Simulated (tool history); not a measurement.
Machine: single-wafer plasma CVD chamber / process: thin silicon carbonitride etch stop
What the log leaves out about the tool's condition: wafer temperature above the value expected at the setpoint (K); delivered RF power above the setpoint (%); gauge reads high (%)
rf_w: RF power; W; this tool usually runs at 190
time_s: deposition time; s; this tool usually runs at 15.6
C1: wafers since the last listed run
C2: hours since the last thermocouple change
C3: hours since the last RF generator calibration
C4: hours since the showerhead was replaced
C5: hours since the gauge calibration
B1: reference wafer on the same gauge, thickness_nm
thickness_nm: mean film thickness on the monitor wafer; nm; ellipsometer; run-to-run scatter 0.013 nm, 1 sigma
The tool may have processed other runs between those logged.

run 1 day=0 | rf_w=180 time_s=15.6 | C1=0 C2=1336.2 C3=1465.2 C4=6282.2 C5=78.7 | B1=9.333 | thickness_nm=8.452
run 2 day=0.538 | rf_w=180 time_s=15.6 | C1=476 C2=1349.1 C3=1478.1 C4=6295.1 C5=91.6 | B1=9.336 | thickness_nm=8.459
run 3 day=0.9 | rf_w=190 time_s=15.6 | C1=321 C2=1357.8 C3=1486.8 C4=6303.8 C5=100.3 | B1=9.337 | thickness_nm=8.588
run 4 day=1.475 | rf_w=190 time_s=15.6 | C1=509 C2=1371.6 C3=1500.6 C4=6317.6 C5=114.1 | B1=9.348 | thickness_nm=8.619
-- day=2.871 RF generator calibrated
run 5 day=3.708 | rf_w=190 time_s=13.5 | C1=1683 C2=1425.2 C3=20.1 C4=6371.2 C5=167.7 | B1=9.376 | thickness_nm=7.474
run 6 day=4.075 | rf_w=190 time_s=13.5 | C1=324 C2=1434 C3=28.9 C4=6380 C5=176.5 | B1=9.378 | thickness_nm=7.461
-- day=4.575 showerhead replaced
run 7 day=4.596 | rf_w=190 time_s=15.6 | C1=166 C2=1446.5 C3=41.4 C4=0.5 C5=189 | B1=9.393 | thickness_nm=8.638
run 8 day=5.138 | rf_w=190 time_s=15.6 | C1=479 C2=1459.5 C3=54.4 C4=13.5 C5=202 | B1=9.396 | thickness_nm=8.615
run 9 day=5.812 | rf_w=205 time_s=15.6 | C1=597 C2=1475.7 C3=70.6 C4=29.7 C5=218.2 | B1=9.41 | thickness_nm=8.866
-- day=6.017 gauge calibrated
run 10 day=6.162 | rf_w=160 time_s=13 | C1=310 C2=1484.1 C3=79 C4=38.1 C5=3.5 | B1=9.334 | thickness_nm=6.791
-- day=6.762 thermocouple changed; heater temperature recalibrated
run 11 day=6.783 | rf_w=190 time_s=15.6 | C1=254 C2=0.5 C3=93.9 C4=53 C5=18.4 | B1=9.333 | thickness_nm=8.595
run 12 day=7.083 | rf_w=190 time_s=15.6 | C1=265 C2=7.7 C3=101.1 C4=60.2 C5=25.6 | B1=9.336 | thickness_nm=8.586
run 13 day=7.342 | rf_w=215 time_s=12.6 | C1=228 C2=13.9 C3=107.3 C4=66.4 C5=31.8 | B1=9.34 | thickness_nm=7.198
run 14 day=8.025 | rf_w=190 time_s=14.7 | C1=605 C2=30.3 C3=123.7 C4=82.8 C5=48.2 | B1=9.339 | thickness_nm=8.114
run 15 day=8.629 | rf_w=155 time_s=13.3 | C1=535 C2=44.8 C3=138.2 C4=97.3 C5=62.7 | B1=9.346 | thickness_nm=6.887
run 16 day=9.333 | rf_w=220 time_s=14.1 | C1=623 C2=61.7 C3=155.1 C4=114.2 C5=79.6 | B1=9.348 | thickness_nm=8.112

4 ways to go on from here, each from the tool as it stands after run 16. What would each give?
run A day=9.35 | rf_w=190 time_s=15.6 | C1=14 C2=62.1 C3=155.5 C4=114.6 C5=80 | B1=? | thickness_nm=?
run B day=9.35 | rf_w=190 time_s=16.5 | C1=14 C2=62.1 C3=155.5 C4=114.6 C5=80 | B1=? | thickness_nm=?
run C day=9.35 | rf_w=165 time_s=13.1 | C1=14 C2=62.1 C3=155.5 C4=114.6 C5=80 | B1=? | thickness_nm=?
run D day=9.35 | rf_w=175 time_s=14.1 | C1=14 C2=62.1 C3=155.5 C4=114.6 C5=80 | B1=? | thickness_nm=?

run=A B1=9.351 thickness_nm=8.622
run=B B1=9.351 thickness_nm=9.119
run=C B1=9.351 thickness_nm=6.939
run=D B1=9.351 thickness_nm=7.603
Take away the tool's hidden state, keep each run's random variation, and the runs would have read:
run=A thickness_nm=8.597
run=B thickness_nm=9.093
run=C thickness_nm=6.919
run=D thickness_nm=7.58
